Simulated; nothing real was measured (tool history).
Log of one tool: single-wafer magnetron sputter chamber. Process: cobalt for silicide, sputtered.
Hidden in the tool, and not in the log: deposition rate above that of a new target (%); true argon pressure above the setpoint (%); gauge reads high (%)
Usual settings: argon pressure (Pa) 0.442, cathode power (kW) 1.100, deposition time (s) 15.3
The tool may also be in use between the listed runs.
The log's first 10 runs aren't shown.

| run | hour | argon pressure (Pa) | cathode power (kW) | deposition time (s) | wafers since the last listed run | wafers on the sputter target | hours since the last manometer calibration | hours since the magnet pack was replaced | hours since the gauge calibration | read-back reference wafer on the same gauge, thickness_nm | mean film thickness on the monitor wafer (Å) |
|---|---|---|---|---|---|---|---|---|---|---|---|
| 11 | 664.6 | 0.442 | 1.100 | 15.3 | 1628 | 6943 | 285.0 | 4502.5 | 1853.6 | 7.006 | 82.67 |
|  | 727.3 | gauge calibrated |
|  | 795.3 | sputter target and shields replaced |
| 12 | 905.0 | 0.442 | 1.100 | 15.3 | 5485 | 2589 | 525.4 | 4742.9 | 177.7 | 7.010 | 82.86 |
| 13 | 965.1 | 0.442 | 1.100 | 15.3 | 1418 | 4008 | 585.5 | 4803.0 | 237.8 | 7.009 | 82.29 |
| 14 | 1052.5 | 0.442 | 1.100 | 15.3 | 2062 | 6071 | 672.9 | 4890.4 | 325.2 | 7.011 | 82.73 |
| 15 | 1147.1 | 0.442 | 1.100 | 15.3 | 2232 | 8303 | 767.5 | 4985.0 | 419.8 | 7.013 | 82.36 |
| 16 | 1216.8 | 0.442 | 1.100 | 15.3 | 1645 | 9949 | 837.2 | 5054.7 | 489.5 | 7.010 | 82.66 |
|  | 1275.3 | magnet pack replaced |
| 17 | 1315.5 | 0.286 | 1.100 | 15.3 | 2140 | 12089 | 935.9 | 40.2 | 588.2 | 7.008 | 84.39 |
|  | 1329.8 | sputter target and shields replaced |
| 18 | 1383.6 | 0.442 | 1.100 | 15.3 | 1418 | 1270 | 1004.0 | 108.3 | 656.3 | 7.011 | 82.63 |
| 19 | 1448.6 | 0.342 | 1.250 | 16.9 | 1534 | 2805 | 1069.0 | 173.3 | 721.3 | 7.010 | 102.09 |
| 20 | 1542.5 | 0.561 | 1.300 | 16.2 | 2216 | 5021 | 1162.9 | 267.2 | 815.2 | 7.012 | 96.43 |
| 21 | 1582.9 | 0.302 | 1.100 | 15.3 | 953 | 5974 | 1203.3 | 307.6 | 855.6 | 7.005 | 84.36 |
| 22 | 1686.7 | 0.442 | 1.100 | 15.3 | 2449 | 8424 | 1307.1 | 411.4 | 959.4 | 7.010 | 81.84 |
| 23 | 1748.3 | 0.349 | 1.250 | 17.2 | 1453 | 9878 | 1368.7 | 473.0 | 1021.0 | 7.009 | 103.28 |
| 24 | 1845.6 | 0.442 | 1.100 | 15.3 | 2296 | 12175 | 1466.0 | 570.3 | 1118.3 | 7.007 | 82.24 |
|  | 1862.7 | sputter target and shields replaced |
|  | 1905.4 | capacitance manometer re-zeroed and calibrated |
| 25 | 1969.3 | 0.442 | 1.250 | 18.2 | 2541 | 2328 | 63.9 | 694.0 | 1242.0 | 7.007 | 108.43 |
| 26 | 2018.2 | 0.442 | 1.100 | 15.3 | 1154 | 3482 | 112.8 | 742.9 | 1290.9 | 7.013 | 82.92 |
| 27 | 2081.5 | 0.379 | 1.350 | 13.3 | 1494 | 4976 | 176.1 | 806.2 | 1354.2 | 7.010 | 84.75 |
| 28 | 2147.0 | 0.322 | 0.900 | 13.8 | 1545 | 6522 | 241.6 | 871.7 | 1419.7 | 7.007 | 66.23 |
| 29 | 2210.4 | 0.315 | 1.100 | 18.3 | 1496 | 8018 | 305.0 | 935.1 | 1483.1 | 7.009 | 101.14 |
|  | 2287.0 | sputter target and shields replaced |
| 30 | 2304.4 | 0.609 | 1.100 | 15.3 | 2029 | 411 | 399.0 | 1029.1 | 1577.1 | 7.011 | 80.41 |
| 31 | 2388.2 | 0.505 | 0.950 | 16.5 | 1977 | 2389 | 482.8 | 1112.9 | 1660.9 | 7.010 | 79.47 |

4 ways to go on from here, each from the tool as it stands after run 31. What would each give?
| A | 2388.6 | 0.442 | 1.100 | 14.0 | 9 | 2398 | 483.2 | 1113.3 | 1661.3 | ? | ? |
| B | 2388.6 | 0.331 | 1.100 | 15.3 | 9 | 2398 | 483.2 | 1113.3 | 1661.3 | ? | ? |
| C | 2388.6 | 0.308 | 1.300 | 14.1 | 9 | 2398 | 483.2 | 1113.3 | 1661.3 | ? | ? |
| D | 2388.6 | 0.442 | 1.200 | 16.6 | 9 | 2398 | 483.2 | 1113.3 | 1661.3 | ? | ? |

| run | read-back reference wafer on the same gauge, thickness_nm | mean film thickness on the monitor wafer (Å) |
|---|---|---|
| A | 7.009 | 75.82 |
| B | 7.009 | 84.48 |
| C | 7.009 | 88.49 |
| D | 7.009 | 95.83 |
Without the tool's hidden state the same runs would have given:
| run | mean film thickness on the monitor wafer (Å) |
|---|---|
| A | 75.78 |
| B | 84.45 |
| C | 88.45 |
| D | 95.78 |
